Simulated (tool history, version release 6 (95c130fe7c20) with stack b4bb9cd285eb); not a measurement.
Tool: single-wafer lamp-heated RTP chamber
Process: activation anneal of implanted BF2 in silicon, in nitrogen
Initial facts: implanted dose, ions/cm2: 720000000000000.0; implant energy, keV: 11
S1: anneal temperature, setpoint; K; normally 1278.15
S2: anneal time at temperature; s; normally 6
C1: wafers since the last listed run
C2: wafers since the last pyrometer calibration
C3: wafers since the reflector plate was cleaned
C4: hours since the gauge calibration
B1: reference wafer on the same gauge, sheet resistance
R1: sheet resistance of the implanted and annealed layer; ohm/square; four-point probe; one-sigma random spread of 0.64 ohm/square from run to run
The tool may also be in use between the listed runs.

run,day,S1,S2,C1,C2,C3,C4,B1,R1
1,0,1278.15,6,0,4848,4848,997.3,333.05,303.05
2,3.175,1278.15,6,1449,6297,6297,1073.5,332.94,302.6
3,5.104,1278.15,6,880,7178,7178,1119.8,332.92,302.92
4,6.962,1292.15,6,848,8026,8026,1164.4,333,279.26
5,10.646,1278.15,8,1681,9707,9707,1252.8,332.88,290.43
6,14.25,1278.15,8,1645,11352,11352,1339.3,333.06,290.07
7,15.796,1278.15,5,705,12058,12058,1376.4,332.89,310.75
# day 17.317: pyrometer window cleaned and pyrometer calibrated
# day 19.575: reflector plate cleaned
8,20.171,1278.15,5,1692,1150,272,1481.4,333.06,310.39
9,23.246,1278.15,3,1403,2554,1676,1555.2,332.95,330.45
10,27.5,1278.15,3,1941,4496,3617,1657.3,333.04,329.75
11,30.262,1278.15,6,1260,5756,4878,1723.6,332.98,301.43
12,33.912,1278.15,6,1666,7423,6544,1811.2,332.97,302.7
13,37.883,1278.15,6,1812,9235,8357,1906.5,333.05,304.23
14,41.246,1278.15,4,1534,10770,9892,1987.2,332.99,319.2
15,43.262,1278.15,4,920,11690,10812,2035.6,332.91,319.81
# day 43.638: pyrometer window cleaned and pyrometer calibrated
# day 45.05: reflector plate cleaned
16,46.154,1278.15,6,1015,996,503,2105,332.91,302.29
17,50.346,1300.15,8,1913,2909,2417,2205.6,332.93,257.95
18,52.338,1255.15,10,909,3818,3326,2253.4,332.96,326.72
19,54.317,1266.15,6,903,4722,4229,2300.9,333.03,325.95
20,57.788,1278.15,6,1584,6306,5813,2384.2,333.02,302.67
21,59.854,1295.15,7,943,7249,6757,2433.8,333.07,270.81
22,63.221,1265.15,8,1536,8786,8293,2514.6,332.87,315.48
# day 64.929: gauge calibrated
23,66.779,1278.15,6,1624,10410,9917,44.4,332.97,303.43
# day 69.129: pyrometer window cleaned and pyrometer calibrated
24,70.579,1289.15,3,1582,662,11500,135.6,333,309.62
# day 73.954: reflector plate cleaned
25,74.683,1295.15,7,1721,2383,333,234.1,333.06,269.15
26,77.583,1286.15,10,1323,3707,1657,303.7,333.02,268.91
27,80.867,1295.15,9,1498,5205,3155,382.5,332.91,260.55
28,93.592,1253.15,4,5808,11014,8964,687.9,333.11,370.47
29,96.817,1303.15,6,1472,12486,10436,765.3,333.05,264.78
# day 98.483: reflector plate cleaned
30,98.638,1278.15,6,678,13165,69,809,332.94,303.03
# day 99.229: pyrometer window cleaned and pyrometer calibrated
31,100.892,1270.15,9,876,758,946,863.1,332.96,299.24
32,105.204,1268.15,8,1968,2726,2915,966.6,332.88,307.93
33,107.567,1307.15,9,1078,3805,3993,1023.3,333.16,244.69
34,111.688,1286.15,8,1880,5686,5874,1122.2,332.83,277.76
35,114.667,1255.15,9,1359,7045,7234,1193.7,333.09,332.94

What if the next run were any one of these 5? Each begins from the tool's condition after run 35:
A,114.683,1278.15,9,7,7053,7241,1194.1,?,?
B,114.683,1289.15,8,7,7053,7241,1194.1,?,?
C,114.683,1278.15,7,7,7053,7241,1194.1,?,?
D,114.683,1262.15,6,7,7053,7241,1194.1,?,?
E,114.683,1253.15,8,7,7053,7241,1194.1,?,?

run,B1,R1
A,333,285.91
B,333,273.74
C,333,296.63
D,333,335.07
E,333,343.69
What these runs would have given with no unlogged condition in the tool:
run,R1
A,285.91
B,273.74
C,296.63
D,335.07
E,343.69

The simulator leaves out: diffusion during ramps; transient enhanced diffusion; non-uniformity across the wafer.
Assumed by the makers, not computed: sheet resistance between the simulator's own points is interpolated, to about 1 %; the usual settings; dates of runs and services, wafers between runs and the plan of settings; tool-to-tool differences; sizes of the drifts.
